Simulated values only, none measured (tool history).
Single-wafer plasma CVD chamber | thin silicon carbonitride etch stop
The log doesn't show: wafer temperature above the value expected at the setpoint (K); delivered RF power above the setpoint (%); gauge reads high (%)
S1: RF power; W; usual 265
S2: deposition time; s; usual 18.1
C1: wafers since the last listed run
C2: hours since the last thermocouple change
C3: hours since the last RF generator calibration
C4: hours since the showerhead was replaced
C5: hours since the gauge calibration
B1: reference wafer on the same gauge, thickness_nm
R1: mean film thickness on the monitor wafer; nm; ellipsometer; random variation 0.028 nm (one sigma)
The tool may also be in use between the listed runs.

Run 1, hour 0.0: usual settings; C1 0; C2 1888.6; C3 834.0; C4 7350.4; C5 242.0; B1 10.495. Result: R1 11.540 nm.
Run 2, hour 16.1: usual settings but S1 230 W, S2 19.4 s; C1 472; C2 1904.7; C3 850.1; C4 7366.5; C5 258.1; B1 10.501. Result: R1 11.942 nm.
Run 3, hour 48.4: usual settings but S1 230 W, S2 19.4 s; C1 947; C2 1937.0; C3 882.4; C4 7398.8; C5 290.4; B1 10.495. Result: R1 11.956 nm.
Run 4, hour 77.0: usual settings; C1 838; C2 1965.6; C3 911.0; C4 7427.4; C5 319.0; B1 10.505. Result: R1 11.579 nm.
Run 5, hour 103.7: usual settings; C1 783; C2 1992.3; C3 937.7; C4 7454.1; C5 345.7; B1 10.496. Result: R1 11.587 nm.
Run 6, hour 127.0: usual settings; C1 683; C2 2015.6; C3 961.0; C4 7477.4; C5 369.0; B1 10.489. Result: R1 11.508 nm.
Run 7, hour 156.2: usual settings but S1 285 W; C1 856; C2 2044.8; C3 990.2; C4 7506.6; C5 398.2; B1 10.503. Result: R1 11.787 nm.
Run 8, hour 176.4: usual settings but S1 285 W; C1 592; C2 2065.0; C3 1010.4; C4 7526.8; C5 418.4; B1 10.498. Result: R1 11.796 nm.
Run 9, hour 205.7: usual settings but S1 285 W; C1 859; C2 2094.3; C3 1039.7; C4 7556.1; C5 447.7; B1 10.498. Result: R1 11.735 nm.
Run 10, hour 305.2: usual settings; C1 2918; C2 2193.8; C3 1139.2; C4 7655.6; C5 547.2; B1 10.494. Result: R1 11.537 nm.
Run 11, hour 318.1: usual settings but S1 250 W, S2 17.0 s; C1 378; C2 2206.7; C3 1152.1; C4 7668.5; C5 560.1; B1 10.503. Result: R1 10.658 nm.
Run 12, hour 332.2: usual settings but S1 250 W, S2 17.0 s; C1 413; C2 2220.8; C3 1166.2; C4 7682.6; C5 574.2; B1 10.506. Result: R1 10.635 nm.
Run 13, hour 361.8: usual settings but S1 250 W, S2 17.0 s; C1 868; C2 2250.4; C3 1195.8; C4 7712.2; C5 603.8; B1 10.494. Result: R1 10.650 nm.
Run 14, hour 374.0: usual settings; C1 357; C2 2262.6; C3 1208.0; C4 7724.4; C5 616.0; B1 10.494. Result: R1 11.534 nm.
Run 15, hour 389.0: usual settings; C1 439; C2 2277.6; C3 1223.0; C4 7739.4; C5 631.0; B1 10.500. Result: R1 11.493 nm.
Run 16, hour 417.6: usual settings but S1 300 W, S2 15.9 s; C1 838; C2 2306.2; C3 1251.6; C4 7768.0; C5 659.6; B1 10.503. Result: R1 10.383 nm.
Run 17, hour 450.2: usual settings; C1 956; C2 2338.8; C3 1284.2; C4 7800.6; C5 692.2; B1 10.501. Result: R1 11.493 nm.
At hour 468.9: thermocouple changed; heater temperature recalibrated.
Run 18, hour 476.3: usual settings but S1 215 W; C1 530; C2 7.4; C3 1310.3; C4 7826.7; C5 718.3; B1 10.498. Result: R1 10.897 nm.
Run 19, hour 509.7: usual settings; C1 979; C2 40.8; C3 1343.7; C4 7860.1; C5 751.7; B1 10.494. Result: R1 11.463 nm.
Run 20, hour 523.0: usual settings; C1 390; C2 54.1; C3 1357.0; C4 7873.4; C5 765.0; B1 10.494. Result: R1 11.431 nm.
At hour 550.0: RF generator calibrated.
Run 21, hour 550.5: usual settings but S1 235 W, S2 15.8 s; C1 571; C2 81.6; C3 0.5; C4 7900.9; C5 792.5; B1 10.498. Result: R1 9.861 nm.
At hour 560.2: showerhead replaced, of another model than before.
Run 22, hour 573.7: usual settings but S1 290 W, S2 14.5 s; C1 445; C2 104.8; C3 23.7; C4 13.5; C5 815.7; B1 10.504. Result: R1 9.488 nm.
Run 23, hour 599.3: usual settings but S1 290 W, S2 20.2 s; C1 750; C2 130.4; C3 49.3; C4 39.1; C5 841.3; B1 10.497. Result: R1 13.203 nm.
Run 24, hour 622.9: usual settings but S2 14.9 s; C1 692; C2 154.0; C3 72.9; C4 62.7; C5 864.9; B1 10.497. Result: R1 9.590 nm.
Run 25, hour 646.2: usual settings; C1 683; C2 177.3; C3 96.2; C4 86.0; C5 888.2; B1 10.504. Result: R1 11.643 nm.
Run 26, hour 662.1: usual settings but S2 20.1 s; C1 466; C2 193.2; C3 112.1; C4 101.9; C5 904.1; B1 10.503. Result: R1 12.950 nm.
Run 27, hour 683.8: usual settings but S1 290 W, S2 21.2 s; C1 636; C2 214.9; C3 133.8; C4 123.6; C5 925.8; B1 10.501. Result: R1 13.856 nm.
Run 28, hour 708.8: usual settings but S1 285 W, S2 20.8 s; C1 733; C2 239.9; C3 158.8; C4 148.6; C5 950.8; B1 10.494. Result: R1 13.497 nm.
Run 29, hour 721.2: usual settings but S1 245 W, S2 17.1 s; C1 363; C2 252.3; C3 171.2; C4 161.0; C5 963.2; B1 10.499. Result: R1 10.833 nm.
At hour 728.9: gauge calibrated.
Run 30, hour 752.5: usual settings; C1 918; C2 283.6; C3 202.5; C4 192.3; C5 23.6; B1 10.501. Result: R1 11.678 nm.
Run 31, hour 779.8: usual settings but S1 285 W, S2 20.9 s; C1 800; C2 310.9; C3 229.8; C4 219.6; C5 50.9; B1 10.499. Result: R1 13.596 nm.
Run 32, hour 815.6: usual settings but S1 290 W; C1 1050; C2 346.7; C3 265.6; C4 255.4; C5 86.7; B1 10.489. Result: R1 11.788 nm.
Run 33, hour 835.2: usual settings; C1 574; C2 366.3; C3 285.2; C4 275.0; C5 106.3; B1 10.498. Result: R1 11.667 nm.
Run 34, hour 858.4: usual settings; C1 680; C2 389.5; C3 308.4; C4 298.2; C5 129.5; B1 10.500. Result: R1 11.644 nm.
Run 35, hour 933.0: usual settings but S1 295 W, S2 20.7 s; C1 2188; C2 464.1; C3 383.0; C4 372.8; C5 204.1; B1 10.501. Result: R1 13.552 nm.

Forecast each of these 4 alternatives for the next run:
Run A, hour 933.4: usual settings but S2 14.8 s; C1 11; C2 464.5; C3 383.4; C4 373.2; C5 204.5; B1 ?. Result: R1 ?.
Run B, hour 933.4: usual settings but S1 220 W, S2 19.4 s; C1 11; C2 464.5; C3 383.4; C4 373.2; C5 204.5; B1 ?. Result: R1 ?.
Run C, hour 933.4: usual settings but S1 295 W, S2 21.6 s; C1 11; C2 464.5; C3 383.4; C4 373.2; C5 204.5; B1 ?. Result: R1 ?.
Run D, hour 933.4: usual settings but S1 295 W; C1 11; C2 464.5; C3 383.4; C4 373.2; C5 204.5; B1 ?. Result: R1 ?.

run      B1      R1
  A  10.507   9.528
  B  10.507  12.096
  C  10.507  14.181
  D  10.507  11.883
Without the tool's hidden state the same runs would have given:
run      R1
  A   9.558
  B  12.133
  C  14.225
  D  11.920
